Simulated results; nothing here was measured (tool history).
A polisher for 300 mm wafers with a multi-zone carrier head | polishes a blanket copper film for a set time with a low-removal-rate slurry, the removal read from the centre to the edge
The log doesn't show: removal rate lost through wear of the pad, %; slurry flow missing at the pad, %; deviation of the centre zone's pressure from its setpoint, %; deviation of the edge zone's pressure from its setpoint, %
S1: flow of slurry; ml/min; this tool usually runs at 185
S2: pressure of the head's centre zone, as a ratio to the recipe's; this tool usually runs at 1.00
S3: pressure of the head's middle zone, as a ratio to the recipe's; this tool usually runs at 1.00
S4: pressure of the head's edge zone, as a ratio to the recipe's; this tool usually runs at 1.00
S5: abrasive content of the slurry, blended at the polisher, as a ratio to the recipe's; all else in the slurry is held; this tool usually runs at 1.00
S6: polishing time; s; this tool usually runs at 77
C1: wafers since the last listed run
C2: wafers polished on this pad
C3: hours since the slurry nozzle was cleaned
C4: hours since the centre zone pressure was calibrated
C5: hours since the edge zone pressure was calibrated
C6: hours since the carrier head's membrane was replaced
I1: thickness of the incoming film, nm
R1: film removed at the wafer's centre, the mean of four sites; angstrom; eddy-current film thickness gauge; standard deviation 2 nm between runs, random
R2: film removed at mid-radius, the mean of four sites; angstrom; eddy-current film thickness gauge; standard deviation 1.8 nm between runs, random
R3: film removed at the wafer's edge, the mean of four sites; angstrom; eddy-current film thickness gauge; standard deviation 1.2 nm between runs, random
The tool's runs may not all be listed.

| run | hour | S1 | S2 | S3 | S4 | S5 | S6 | C1 | C2 | C3 | C4 | C5 | C6 | I1 | R1 | R2 | R3 |
|---|---|---|---|---|---|---|---|---|---|---|---|---|---|---|---|---|---|
| 1 | 0.0 | 185 | 1.00 | 0.94 | 1.00 | 1.00 | 77 | 0 | 518 | 296.7 | 770.2 | 868.7 | 1373.8 | 897.0 | 1313 | 1282 | 1330 |
| 2 | 6.4 | 185 | 1.00 | 1.00 | 1.00 | 1.00 | 77 | 33 | 551 | 303.1 | 776.6 | 875.1 | 1380.2 | 904.6 | 1372 | 1325 | 1320 |
| 3 | 16.6 | 185 | 1.00 | 1.00 | 1.00 | 1.00 | 77 | 52 | 604 | 313.3 | 786.8 | 885.3 | 1390.4 | 889.2 | 1342 | 1308 | 1316 |
| 4 | 30.7 | 185 | 1.00 | 1.00 | 1.00 | 1.00 | 77 | 73 | 677 | 327.4 | 800.9 | 899.4 | 1404.5 | 907.6 | 1330 | 1302 | 1299 |
| 5 | 39.0 | 185 | 1.00 | 1.00 | 1.00 | 1.00 | 77 | 43 | 720 | 335.7 | 809.2 | 907.7 | 1412.8 | 909.6 | 1341 | 1331 | 1302 |
| 6 | 56.8 | 185 | 1.00 | 1.00 | 1.00 | 1.00 | 77 | 92 | 813 | 353.5 | 827.0 | 925.5 | 1430.6 | 900.3 | 1324 | 1303 | 1299 |
|  | 71.3 | centre zone pressure recalibrated |
|  | 73.3 | carrier head's membrane replaced by a new one |
| 7 | 73.8 | 185 | 1.00 | 1.00 | 1.04 | 1.00 | 92 | 67 | 880 | 370.5 | 2.5 | 942.5 | 0.5 | 891.1 | 1579 | 1529 | 1567 |
| 8 | 84.9 | 185 | 1.00 | 1.00 | 1.04 | 1.00 | 92 | 57 | 938 | 381.6 | 13.6 | 953.6 | 11.6 | 902.4 | 1552 | 1520 | 1588 |
| 9 | 91.7 | 185 | 1.00 | 1.00 | 1.04 | 1.00 | 92 | 35 | 973 | 388.4 | 20.4 | 960.4 | 18.4 | 909.6 | 1567 | 1526 | 1580 |
| 10 | 105.7 | 185 | 1.00 | 1.00 | 1.00 | 0.70 | 77 | 72 | 1046 | 402.4 | 34.4 | 974.4 | 32.4 | 907.7 | 1151 | 1141 | 1112 |
| 11 | 119.4 | 185 | 1.00 | 1.00 | 1.00 | 1.00 | 77 | 71 | 1117 | 416.1 | 48.1 | 988.1 | 46.1 | 903.1 | 1266 | 1292 | 1273 |
| 12 | 126.4 | 185 | 1.00 | 1.07 | 1.00 | 1.00 | 77 | 36 | 1153 | 423.1 | 55.1 | 995.1 | 53.1 | 888.8 | 1307 | 1369 | 1300 |
|  | 135.9 | slurry nozzle cleaned |
| 13 | 136.4 | 150 | 1.00 | 1.04 | 0.92 | 1.25 | 77 | 46 | 1200 | 0.5 | 65.1 | 1005.1 | 63.1 | 892.4 | 1353 | 1424 | 1339 |
|  | 145.7 | worn pad replaced by a new one |
|  | 147.0 | edge zone pressure recalibrated |
| 14 | 147.5 | 185 | 1.00 | 1.00 | 1.00 | 1.00 | 77 | 30 | 2 | 11.6 | 76.2 | 0.5 | 74.2 | 896.3 | 1459 | 1441 | 1472 |
| 15 | 153.0 | 210 | 1.00 | 1.00 | 1.00 | 1.00 | 97 | 28 | 31 | 17.1 | 81.7 | 6.0 | 79.7 | 908.9 | 1853 | 1834 | 1825 |
| 16 | 166.8 | 225 | 1.00 | 1.10 | 1.00 | 1.00 | 77 | 71 | 102 | 30.9 | 95.5 | 19.8 | 93.5 | 897.8 | 1452 | 1598 | 1418 |
| 17 | 175.9 | 185 | 1.07 | 1.00 | 1.00 | 1.20 | 77 | 47 | 149 | 40.0 | 104.6 | 28.9 | 102.6 | 892.9 | 1558 | 1514 | 1485 |
| 18 | 183.8 | 185 | 1.00 | 1.00 | 1.00 | 1.00 | 77 | 41 | 190 | 47.9 | 112.5 | 36.8 | 110.5 | 908.7 | 1379 | 1382 | 1394 |
| 19 | 198.8 | 185 | 1.00 | 0.92 | 0.95 | 1.00 | 97 | 77 | 268 | 62.9 | 127.5 | 51.8 | 125.5 | 913.5 | 1702 | 1579 | 1670 |
| 20 | 207.7 | 185 | 1.00 | 1.00 | 1.00 | 1.00 | 77 | 46 | 315 | 71.8 | 136.4 | 60.7 | 134.4 | 901.5 | 1374 | 1360 | 1346 |
| 21 | 221.8 | 185 | 1.00 | 0.94 | 1.00 | 1.00 | 77 | 73 | 388 | 85.9 | 150.5 | 74.8 | 148.5 | 912.0 | 1370 | 1279 | 1334 |

Hidden state or all else? Some run-to-run changes of R1, split into what the settings, what came in and random variation would give without the hidden state, and what is left for the hidden state (with any gauge scatter that isn't in both results):
Run 9 -> 10: S4 1.04 -> 1.00, S5 1.00 -> 0.70, S6 92 -> 77. R1 -416 angstrom: hidden state +54, all else -470.
Run 13 -> 14: S1 150 -> 185, S3 1.04 -> 1.00, S4 0.92 -> 1.00, S5 1.25 -> 1.00, worn pad replaced by a new one, edge zone pressure recalibrated. R1 +106 angstrom: hidden state +184, all else -78.
Run 15 -> 16: S1 210 -> 225, S3 1.00 -> 1.10, S6 97 -> 77. R1 -401 angstrom: hidden state -24, all else -377.

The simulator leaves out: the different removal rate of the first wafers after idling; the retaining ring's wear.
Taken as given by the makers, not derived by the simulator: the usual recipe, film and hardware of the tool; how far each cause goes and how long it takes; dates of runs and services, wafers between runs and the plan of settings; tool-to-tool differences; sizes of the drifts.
